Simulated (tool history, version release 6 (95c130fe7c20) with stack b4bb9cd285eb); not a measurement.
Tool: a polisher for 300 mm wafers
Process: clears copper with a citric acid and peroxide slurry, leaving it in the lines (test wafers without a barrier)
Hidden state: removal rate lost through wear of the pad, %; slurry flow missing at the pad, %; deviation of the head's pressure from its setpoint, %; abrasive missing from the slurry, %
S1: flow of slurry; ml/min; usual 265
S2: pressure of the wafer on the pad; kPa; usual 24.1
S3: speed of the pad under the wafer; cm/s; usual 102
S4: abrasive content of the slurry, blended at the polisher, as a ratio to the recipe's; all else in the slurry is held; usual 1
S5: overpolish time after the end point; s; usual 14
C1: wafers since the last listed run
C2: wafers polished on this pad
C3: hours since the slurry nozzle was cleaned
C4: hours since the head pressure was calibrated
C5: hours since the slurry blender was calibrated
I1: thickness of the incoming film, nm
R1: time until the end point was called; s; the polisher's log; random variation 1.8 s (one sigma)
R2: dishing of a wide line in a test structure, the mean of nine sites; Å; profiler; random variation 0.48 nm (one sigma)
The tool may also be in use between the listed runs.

| run | hour | S1 | S2 | S3 | S4 | S5 | C1 | C2 | C3 | C4 | C5 | I1 | R1 | R2 |
|---|---|---|---|---|---|---|---|---|---|---|---|---|---|---|
| 1 | 0 | 265 | 24.1 | 102 | 1 | 14 | 0 | 897 | 181.3 | 80.6 | 23.5 | 252.8 | 110.4 | 225 |
| 2 | 49.9 | 265 | 24.1 | 102 | 1 | 14 | 432 | 1330 | 231.2 | 130.5 | 73.4 | 250.6 | 108.3 | 222 |
| 3 | 100.2 | 265 | 24.1 | 102 | 1 | 14 | 436 | 1767 | 281.5 | 180.8 | 123.7 | 257.4 | 107.8 | 219 |
| 4 | 162.8 | 265 | 24.1 | 102 | 1 | 14 | 543 | 2310 | 344.1 | 243.4 | 186.3 | 251.7 | 108.7 | 221 |
| 5 | 236.7 | 265 | 30.3 | 102 | 1 | 21 | 641 | 2951 | 418 | 317.3 | 260.2 | 253.2 | 88 | 403 |
| 6 | 333.2 | 265 | 29 | 102 | 1 | 20 | 837 | 3788 | 514.5 | 413.8 | 356.7 | 254.3 | 93.6 | 349 |
|  | 540.5 | slurry nozzle cleaned |
|  | 570.3 | slurry blender recalibrated |
|  | 578.9 | head pressure recalibrated |
| 7 | 601.9 | 265 | 24.1 | 102 | 1 | 14 | 2288 | 6077 | 61.4 | 23 | 31.6 | 254.1 | 104.9 | 221 |
| 8 | 663.7 | 265 | 24.1 | 102 | 1 | 11 | 536 | 6613 | 123.2 | 84.8 | 93.4 | 254.6 | 111.4 | 185 |
|  | 668.9 | worn pad replaced by a new one |
| 9 | 837.4 | 330 | 27.6 | 102 | 0.75 | 20 | 1472 | 1462 | 296.9 | 258.5 | 267.1 | 253 | 102 | 334 |
| 10 | 931.8 | 265 | 24.1 | 102 | 1 | 12 | 819 | 2281 | 391.3 | 352.9 | 361.5 | 256.6 | 112.1 | 194 |
| 11 | 989.2 | 235 | 20.7 | 136 | 0.75 | 14 | 498 | 2779 | 448.7 | 410.3 | 418.9 | 252.7 | 109.8 | 223 |
| 12 | 1089.5 | 265 | 17.9 | 102 | 1 | 11 | 870 | 3649 | 549 | 510.6 | 519.2 | 255.7 | 147.7 | 129 |
| 13 | 1187.3 | 265 | 24.1 | 102 | 0.85 | 14 | 848 | 4498 | 646.8 | 608.4 | 617 | 260.1 | 119.6 | 202 |
|  | 1259.4 | slurry blender recalibrated |
| 14 | 1276.1 | 350 | 30.3 | 82 | 1 | 21 | 753 | 5251 | 735.6 | 697.2 | 16.7 | 253.3 | 107.1 | 331 |
|  | 1284.1 | slurry nozzle cleaned |
| 15 | 1317.1 | 265 | 24.1 | 102 | 1 | 7 | 347 | 5598 | 33 | 738.2 | 57.7 | 253.7 | 108.5 | 118 |
|  | 1335.9 | worn pad replaced by a new one |
|  | 1378.5 | head pressure recalibrated |
| 16 | 1406.4 | 265 | 24.1 | 78 | 1.3 | 18 | 722 | 594 | 122.3 | 27.9 | 147 | 251.1 | 127.4 | 242 |
| 17 | 1450.4 | 265 | 24.1 | 102 | 0.9 | 19 | 381 | 976 | 166.3 | 71.9 | 191 | 251.3 | 111.8 | 293 |
| 18 | 1501.9 | 195 | 24.1 | 102 | 1 | 7 | 446 | 1422 | 217.8 | 123.4 | 242.5 | 253.1 | 114.8 | 111 |
| 19 | 1565.2 | 325 | 24.1 | 82 | 1.2 | 14 | 549 | 1972 | 281.1 | 186.7 | 305.8 | 259.1 | 123.1 | 199 |
| 20 | 1619.5 | 265 | 24.1 | 102 | 1.15 | 14 | 471 | 2443 | 335.4 | 241 | 360.1 | 258.1 | 110.2 | 230 |
| 21 | 1668.5 | 300 | 24.1 | 102 | 1 | 17 | 425 | 2868 | 384.4 | 290 | 409.1 | 255.4 | 107.3 | 270 |
| 22 | 1711 | 265 | 24.1 | 82 | 1 | 14 | 368 | 3237 | 426.9 | 332.5 | 451.6 | 256.7 | 135.1 | 182 |
| 23 | 1814.2 | 265 | 24.1 | 102 | 1 | 14 | 895 | 4132 | 530.1 | 435.7 | 554.8 | 252.6 | 110.3 | 212 |
| 24 | 1858.3 | 265 | 32.4 | 102 | 1 | 14 | 382 | 4515 | 574.2 | 479.8 | 598.9 | 255.4 | 84.2 | 283 |
|  | 1876 | slurry blender recalibrated |
| 25 | 1909.7 | 265 | 24.1 | 102 | 1 | 14 | 428 | 4943 | 625.6 | 531.2 | 33.7 | 251.6 | 113.3 | 219 |
| 26 | 1960.6 | 265 | 24.1 | 102 | 1 | 14 | 441 | 5385 | 676.5 | 582.1 | 84.6 | 254.8 | 113.6 | 221 |
| 27 | 2017.7 | 265 | 27.6 | 138 | 0.75 | 20 | 495 | 5881 | 733.6 | 639.2 | 141.7 | 254.3 | 81.3 | 384 |

5 ways to go on from here, each from the tool as it stands after run 27. What would each give?
| A | 2018.2 | 265 | 27.6 | 102 | 1 | 14 | 4 | 5885 | 734.1 | 639.7 | 142.2 | 258.1 | ? | ? |
| B | 2018.2 | 265 | 24.1 | 92 | 1 | 14 | 4 | 5885 | 734.1 | 639.7 | 142.2 | 258.1 | ? | ? |
| C | 2018.2 | 265 | 26.2 | 114 | 1 | 14 | 4 | 5885 | 734.1 | 639.7 | 142.2 | 258.1 | ? | ? |
| D | 2018.2 | 265 | 24.1 | 78 | 1 | 18 | 4 | 5885 | 734.1 | 639.7 | 142.2 | 258.1 | ? | ? |
| E | 2018.2 | 325 | 31 | 120 | 1 | 9 | 4 | 5885 | 734.1 | 639.7 | 142.2 | 258.1 | ? | ? |

| run | R1 | R2 |
|---|---|---|
| A | 101.5 | 239 |
| B | 126.5 | 194 |
| C | 96 | 252 |
| D | 147 | 213 |
| E | 75.5 | 209 |
Without the tool's hidden state the same runs would have given:
| run | R1 | R2 |
|---|---|---|
| A | 95.2 | 254 |
| B | 118.7 | 206 |
| C | 90.1 | 267 |
| D | 138 | 226 |
| E | 71.7 | 220 |
